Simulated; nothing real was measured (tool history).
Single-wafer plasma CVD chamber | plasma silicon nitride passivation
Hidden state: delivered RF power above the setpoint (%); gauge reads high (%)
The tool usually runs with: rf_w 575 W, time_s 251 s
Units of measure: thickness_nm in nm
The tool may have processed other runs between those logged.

run,hour,rf_w,time_s,wafers since the last listed run,hours since the last RF generator calibration,hours since the showerhead was replaced,hours since the gauge calibration,"read-back reference wafer on the same gauge, thickness_nm",thickness_nm
1,0.0,600,251,0,658.0,2540.8,349.8,332.038,402.870
2,35.1,600,251,222,693.1,2575.9,384.9,331.982,402.424
3,78.2,600,251,272,736.2,2619.0,428.0,332.167,402.248
4,136.4,575,251,368,794.4,2677.2,486.2,332.052,392.691
5,168.7,575,251,204,826.7,2709.5,518.5,332.089,394.691
6,218.5,575,251,315,876.5,2759.3,568.3,332.007,393.417
7,270.4,575,251,328,928.4,2811.2,620.2,331.668,393.015
# hour 285.2: gauge calibrated
8,301.3,575,251,195,959.3,2842.1,16.1,331.999,393.843
9,361.6,575,251,381,1019.6,2902.4,76.4,332.036,394.659
10,391.1,575,251,186,1049.1,2931.9,105.9,331.897,393.217
11,450.3,520,251,374,1108.3,2991.1,165.1,331.625,375.721
12,505.6,520,251,349,1163.6,3046.4,220.4,332.171,375.688
13,703.0,520,251,1249,1361.0,3243.8,417.8,332.240,375.394
14,728.0,485,251,158,1386.0,3268.8,442.8,332.027,367.217
15,762.8,575,228,220,1420.8,3303.6,477.6,332.155,352.638
16,833.6,575,251,448,1491.6,3374.4,548.4,332.366,389.468
17,858.4,575,221,156,1516.4,3399.2,573.2,331.772,342.342
18,900.0,515,207,263,1558.0,3440.8,614.8,331.879,307.642
19,948.4,575,213,306,1606.4,3489.2,663.2,332.235,329.099
20,974.8,535,251,167,1632.8,3515.6,689.6,331.902,376.103
21,1022.2,635,279,299,1680.2,3563.0,737.0,332.040,450.155
# hour 1054.0: gauge calibrated
# hour 1058.0: showerhead replaced
22,1071.6,600,251,261,1729.6,13.6,17.6,332.058,393.509
# hour 1099.7: RF generator calibrated
23,1116.4,575,227,232,16.7,58.4,62.4,332.140,359.057
24,1149.7,675,220,210,50.0,91.7,95.7,332.101,370.679
25,1208.3,575,214,370,108.6,150.3,154.3,332.115,340.245
26,1263.4,525,230,348,163.7,205.4,209.4,331.732,352.259
27,1303.6,515,297,254,203.9,245.6,249.6,332.183,453.169
28,1328.1,575,251,155,228.4,270.1,274.1,331.952,395.283
29,1371.4,535,234,274,271.7,313.4,317.4,332.077,361.329
30,1401.1,530,294,187,301.4,343.1,347.1,331.922,451.986
31,1440.9,670,234,251,341.2,382.9,386.9,332.048,390.057

Consider 4 possible next runs. They are alternatives, not a sequence: every one starts from the tool as it was left by run 31. What does each give?
A,1441.4,575,251,3,341.7,383.4,387.4,?,?
B,1441.4,540,267,3,341.7,383.4,387.4,?,?
C,1441.4,670,206,3,341.7,383.4,387.4,?,?
D,1441.4,505,286,3,341.7,383.4,387.4,?,?

run,"read-back reference wafer on the same gauge, thickness_nm",thickness_nm
A,332.078,395.518
B,332.078,410.891
C,332.078,343.362
D,332.078,428.966
The same runs, with their run-to-run variation unchanged, on a tool lacking any hidden condition would have given:
run,thickness_nm
A,396.692
B,412.110
C,344.380
D,430.238
